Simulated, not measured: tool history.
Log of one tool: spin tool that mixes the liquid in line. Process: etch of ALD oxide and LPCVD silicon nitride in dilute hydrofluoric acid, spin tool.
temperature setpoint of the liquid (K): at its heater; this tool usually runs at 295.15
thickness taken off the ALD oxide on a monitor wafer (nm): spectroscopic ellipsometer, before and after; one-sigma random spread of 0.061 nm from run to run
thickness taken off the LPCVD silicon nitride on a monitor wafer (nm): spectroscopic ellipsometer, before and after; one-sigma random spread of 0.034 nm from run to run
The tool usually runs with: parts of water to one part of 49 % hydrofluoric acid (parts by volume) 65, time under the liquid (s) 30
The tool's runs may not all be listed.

| run | hour | temperature setpoint of the liquid (K) | parts of water to one part of 49 % hydrofluoric acid (parts by volume) | time under the liquid (s) | read-back film thickness of the ALD oxide reference wafer, read on the same gauge (nm) | read-back film thickness of the LPCVD silicon nitride reference wafer, read on the same gauge (nm) | thickness taken off the ALD oxide on a monitor wafer (nm) | thickness taken off the LPCVD silicon nitride on a monitor wafer (nm) |
|---|---|---|---|---|---|---|---|---|
| 1 | 0.0 | 293.15 | 80 | 30 | 147.52 | 136.981 | 8.22 | 0.170 |
| 2 | 58.8 | 293.15 | 80 | 30 | 147.53 | 137.031 | 8.13 | 0.174 |
| 3 | 152.1 | 295.15 | 65 | 30 | 147.59 | 137.050 | 11.09 | 0.168 |
|  | 227.7 | gauge calibrated |
| 4 | 233.1 | 295.15 | 65 | 30 | 140.79 | 130.696 | 10.56 | 0.196 |
|  | 290.7 | hydrofluoric acid flow meter replaced |
| 5 | 328.3 | 292.15 | 55 | 30 | 141.37 | 131.239 | 11.14 | 0.116 |
| 6 | 413.3 | 290.15 | 80 | 30 | 141.73 | 131.653 | 6.87 | 0.079 |
| 7 | 461.6 | 295.15 | 65 | 30 | 141.97 | 131.857 | 10.73 | 0.152 |
| 8 | 509.0 | 295.15 | 65 | 30 | 142.26 | 132.067 | 10.72 | 0.238 |
| 9 | 582.5 | 295.15 | 65 | 30 | 142.62 | 132.398 | 10.82 | 0.186 |
| 10 | 667.8 | 291.15 | 85 | 30 | 142.93 | 132.784 | 6.80 | 0.125 |
| 11 | 755.3 | 293.15 | 45 | 40 | 143.33 | 133.065 | 19.49 | 0.226 |
| 12 | 844.7 | 291.15 | 40 | 20 | 143.63 | 133.387 | 10.03 | 0.200 |
| 13 | 896.2 | 297.15 | 75 | 15 | 143.86 | 133.583 | 5.00 | 0.093 |
| 14 | 964.8 | 295.15 | 65 | 35 | 144.11 | 133.817 | 12.43 | 0.251 |
|  | 983.8 | hydrofluoric acid flow meter replaced |
| 15 | 1022.6 | 295.15 | 65 | 30 | 144.25 | 133.956 | 10.90 | 0.271 |
| 16 | 1086.6 | 296.65 | 75 | 25 | 144.44 | 134.173 | 8.28 | 0.140 |
| 17 | 1175.4 | 299.65 | 65 | 25 | 144.74 | 134.426 | 10.85 | 0.224 |
| 18 | 1233.7 | 295.15 | 75 | 30 | 144.89 | 134.557 | 9.31 | 0.185 |
| 19 | 1294.8 | 295.15 | 65 | 30 | 145.06 | 134.745 | 10.84 | 0.183 |
| 20 | 1399.9 | 293.65 | 75 | 15 | 145.37 | 134.969 | 4.41 | 0.084 |
|  | 1453.3 | thermometer replaced |
| 21 | 1506.0 | 298.15 | 95 | 45 | 145.66 | 135.192 | 12.09 | 0.306 |
| 22 | 1604.1 | 299.65 | 65 | 45 | 145.85 | 135.431 | 19.74 | 0.363 |
|  | 1663.3 | hydrofluoric acid flow meter replaced |
| 23 | 1686.1 | 295.15 | 65 | 30 | 146.05 | 135.600 | 10.91 | 0.215 |
| 24 | 1767.0 | 299.65 | 40 | 45 | 146.17 | 135.774 | 32.95 | 0.660 |
| 25 | 1846.2 | 295.15 | 75 | 20 | 146.27 | 135.866 | 6.26 | 0.109 |

5 ways to go on from here, each from the tool as it stands after run 25. What would each give?
| A | 1846.6 | 295.15 | 65 | 30 | ? | ? | ? | ? |
| B | 1846.6 | 297.65 | 45 | 20 | ? | ? | ? | ? |
| C | 1846.6 | 292.15 | 65 | 30 | ? | ? | ? | ? |
| D | 1846.6 | 295.15 | 90 | 30 | ? | ? | ? | ? |
| E | 1846.6 | 297.65 | 75 | 50 | ? | ? | ? | ? |

| run | read-back film thickness of the ALD oxide reference wafer, read on the same gauge (nm) | read-back film thickness of the LPCVD silicon nitride reference wafer, read on the same gauge (nm) | thickness taken off the ALD oxide on a monitor wafer (nm) | thickness taken off the LPCVD silicon nitride on a monitor wafer (nm) |
|---|---|---|---|---|
| A | 146.30 | 135.865 | 10.99 | 0.220 |
| B | 146.30 | 135.865 | 12.05 | 0.249 |
| C | 146.30 | 135.865 | 9.70 | 0.179 |
| D | 146.30 | 135.865 | 7.70 | 0.160 |
| E | 146.30 | 135.865 | 17.36 | 0.377 |
Without the tool's unlogged condition, the same runs would have read:
| run | thickness taken off the ALD oxide on a monitor wafer (nm) | thickness taken off the LPCVD silicon nitride on a monitor wafer (nm) |
|---|---|---|
| A | 10.52 | 0.211 |
| B | 11.52 | 0.239 |
| C | 9.28 | 0.171 |
| D | 7.37 | 0.153 |
| E | 16.61 | 0.361 |
